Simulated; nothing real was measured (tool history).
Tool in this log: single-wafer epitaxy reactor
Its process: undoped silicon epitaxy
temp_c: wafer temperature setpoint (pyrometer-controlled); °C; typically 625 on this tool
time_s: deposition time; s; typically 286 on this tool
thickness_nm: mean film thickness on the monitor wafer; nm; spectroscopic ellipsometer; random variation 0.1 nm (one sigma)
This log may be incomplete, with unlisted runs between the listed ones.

run    hour  temp_c  time_s  read-back reference wafer on the same gauge, thickness_nm  thickness_nm
  1     0.0     625     286                                                     27.306        24.342
  2    60.4     625     286                                                     27.340        24.188
  3   120.7     625     286                                                     27.303        24.328
  4   173.8     617     286                                                     27.276        20.425
  5   210.0     617     286                                                     27.276        20.372
  6   262.1     617     286                                                     27.313        20.260
  7   319.7     629     315                                                     27.316        29.510
  8   373.4     629     315                                                     27.296        29.267
  9   441.7     629     315                                                     27.283        29.254
 10   476.4     625     286                                                     27.283        24.270
 11   515.2     625     286                                                     27.300        24.304
 12   553.9     625     286                                                     27.286        24.326
      587.1  -- pyrometer calibrated
 13   621.7     614     312                                                     27.300        21.208
 14   687.0     614     312                                                     27.285        21.365
 15   744.3     625     316                                                     27.343        27.429
 16   774.9     625     286                                                     27.295        24.665
 17   817.6     625     286                                                     27.284        24.924
 18   851.1     625     263                                                     27.274        22.743
 19   915.6     625     316                                                     27.303        27.208
 20   946.2     637     229                                                     27.282        25.849
 21  1001.8     636     244                                                     27.326        26.959
 22  1033.8     633     243                                                     27.297        25.002
     1068.6  -- gauge calibrated
 23  1092.2     629     253                                                     27.285        23.689
 24  1137.5     634     286                                                     27.318        29.939
 25  1176.1     620     306                                                     27.281        23.397
 26  1216.9     635     265                                                     27.333        28.227
 27  1288.4     618     234                                                     27.326        17.188
 28  1346.2     625     320                                                     27.327        27.535
 29  1381.7     635     286                                                     27.292        30.640

Forecast each of these 4 alternatives for the next run:
  A  1382.2     621     286                                                          ?             ?
  B  1382.2     611     263                                                          ?             ?
  C  1382.2     613     286                                                          ?             ?
  D  1382.2     621     247                                                          ?             ?

run  read-back reference wafer on the same gauge, thickness_nm  thickness_nm
  A                                                     27.295        22.363
  B                                                     27.295        16.387
  C                                                     27.295        18.655
  D                                                     27.295        19.314
Had the tool no hidden state, the same runs would have come out as:
run  thickness_nm
  A        22.839
  B        16.743
  C        19.059
  D        19.724
